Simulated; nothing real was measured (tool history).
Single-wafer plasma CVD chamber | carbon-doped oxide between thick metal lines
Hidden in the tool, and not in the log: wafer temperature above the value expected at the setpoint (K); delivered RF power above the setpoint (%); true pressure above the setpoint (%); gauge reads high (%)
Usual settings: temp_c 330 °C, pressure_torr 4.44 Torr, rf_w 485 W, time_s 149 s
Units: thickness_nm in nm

| run | hour | temp_c | pressure_torr | rf_w | time_s | wafers since the last listed run | hours since the last thermocouple change | hours since the last RF generator calibration | hours since the last manometer calibration | hours since the showerhead was replaced | hours since the gauge calibration | read-back reference wafer on the same gauge, thickness_nm | thickness_nm |
|---|---|---|---|---|---|---|---|---|---|---|---|---|---|
| 1 | 0.0 | 330 | 5.08 | 485 | 149 | 0 | 464.0 | 1453.9 | 1337.3 | 3597.9 | 736.8 | 636.389 | 768.994 |
| 2 | 39.4 | 330 | 4.44 | 485 | 130 | 338 | 503.4 | 1493.3 | 1376.7 | 3637.3 | 776.2 | 636.648 | 649.648 |
| 3 | 96.2 | 330 | 4.44 | 485 | 149 | 487 | 560.2 | 1550.1 | 1433.5 | 3694.1 | 833.0 | 637.192 | 741.865 |
| 4 | 146.6 | 330 | 4.44 | 485 | 149 | 432 | 610.6 | 1600.5 | 1483.9 | 3744.5 | 883.4 | 637.093 | 741.552 |
| 5 | 173.2 | 330 | 4.79 | 485 | 149 | 228 | 637.2 | 1627.1 | 1510.5 | 3771.1 | 910.0 | 637.106 | 756.290 |
| 6 | 208.3 | 330 | 4.79 | 485 | 149 | 301 | 672.3 | 1662.2 | 1545.6 | 3806.2 | 945.1 | 636.392 | 755.537 |
| 7 | 272.4 | 330 | 4.79 | 485 | 149 | 549 | 736.4 | 1726.3 | 1609.7 | 3870.3 | 1009.2 | 636.477 | 752.327 |
|  | 302.2 | RF generator calibrated |
|  | 328.7 | gauge calibrated |
| 8 | 338.4 | 330 | 4.86 | 460 | 149 | 497 | 802.4 | 36.2 | 1675.7 | 3936.3 | 9.7 | 637.678 | 747.161 |
|  | 358.5 | showerhead replaced |
| 9 | 391.4 | 330 | 4.86 | 460 | 149 | 386 | 855.4 | 89.2 | 1728.7 | 32.9 | 62.7 | 636.837 | 751.475 |
| 10 | 458.8 | 337 | 4.44 | 485 | 149 | 578 | 922.8 | 156.6 | 1796.1 | 100.3 | 130.1 | 636.930 | 735.182 |
| 11 | 501.9 | 330 | 4.44 | 485 | 149 | 369 | 965.9 | 199.7 | 1839.2 | 143.4 | 173.2 | 637.167 | 752.540 |
|  | 536.4 | thermocouple changed; heater temperature recalibrated |
| 12 | 540.6 | 330 | 4.44 | 485 | 149 | 263 | 4.2 | 238.4 | 1877.9 | 182.1 | 211.9 | 637.351 | 751.661 |
|  | 560.3 | capacitance manometer re-zeroed and calibrated |
| 13 | 594.7 | 330 | 4.44 | 485 | 164 | 395 | 58.3 | 292.5 | 34.4 | 236.2 | 266.0 | 636.419 | 828.149 |
| 14 | 627.8 | 337 | 4.44 | 485 | 160 | 283 | 91.4 | 325.6 | 67.5 | 269.3 | 299.1 | 636.650 | 788.494 |
| 15 | 668.2 | 330 | 4.44 | 485 | 149 | 346 | 131.8 | 366.0 | 107.9 | 309.7 | 339.5 | 637.525 | 750.489 |
| 16 | 713.0 | 340 | 4.44 | 520 | 138 | 384 | 176.6 | 410.8 | 152.7 | 354.5 | 384.3 | 636.757 | 702.311 |
| 17 | 767.9 | 330 | 4.44 | 485 | 149 | 470 | 231.5 | 465.7 | 207.6 | 409.4 | 439.2 | 637.055 | 750.910 |
| 18 | 827.1 | 330 | 4.44 | 510 | 136 | 507 | 290.7 | 524.9 | 266.8 | 468.6 | 498.4 | 637.243 | 707.397 |
| 19 | 893.5 | 330 | 4.44 | 535 | 175 | 569 | 357.1 | 591.3 | 333.2 | 535.0 | 564.8 | 637.031 | 931.567 |
| 20 | 932.9 | 330 | 4.44 | 430 | 172 | 338 | 396.5 | 630.7 | 372.6 | 574.4 | 604.2 | 637.334 | 804.895 |
| 21 | 1000.6 | 338 | 4.44 | 435 | 149 | 580 | 464.2 | 698.4 | 440.3 | 642.1 | 671.9 | 636.970 | 684.265 |
| 22 | 1024.7 | 315 | 4.44 | 520 | 149 | 206 | 488.3 | 722.5 | 464.4 | 666.2 | 696.0 | 637.214 | 827.402 |
| 23 | 1094.9 | 330 | 5.01 | 485 | 149 | 602 | 558.5 | 792.7 | 534.6 | 736.4 | 766.2 | 637.059 | 775.671 |
| 24 | 1144.7 | 330 | 4.44 | 485 | 149 | 427 | 608.3 | 842.5 | 584.4 | 786.2 | 816.0 | 636.887 | 751.522 |
| 25 | 1200.8 | 317 | 4.44 | 580 | 149 | 481 | 664.4 | 898.6 | 640.5 | 842.3 | 872.1 | 637.408 | 868.691 |
| 26 | 1259.0 | 320 | 4.78 | 410 | 130 | 499 | 722.6 | 956.8 | 698.7 | 900.5 | 930.3 | 637.370 | 626.053 |
| 27 | 1288.6 | 342 | 4.44 | 485 | 149 | 253 | 752.2 | 986.4 | 728.3 | 930.1 | 959.9 | 637.091 | 719.935 |

Some steps in thickness_nm between neighbouring runs. How much of each would the tool show without its hidden state too (settings, what came in, random variation), and how much is left for the hidden state, with any gauge scatter that isn't in both results?
Run 2 -> 3: time_s 130 -> 149. thickness_nm +92.217 nm: hidden state -1.993, all else +94.210.
Run 7 -> 8: pressure_torr 4.79 -> 4.86, rf_w 485 -> 460, RF generator calibrated, gauge calibrated. thickness_nm -5.166 nm: hidden state +12.530, all else -17.696.
Run 18 -> 19: rf_w 510 -> 535, time_s 136 -> 175. thickness_nm +224.170 nm: hidden state -1.007, all else +225.177.
Run 25 -> 26: temp_c 317 -> 320, pressure_torr 4.44 -> 4.78, rf_w 580 -> 410, time_s 149 -> 130. thickness_nm -242.638 nm: hidden state +0.156, all else -242.794.
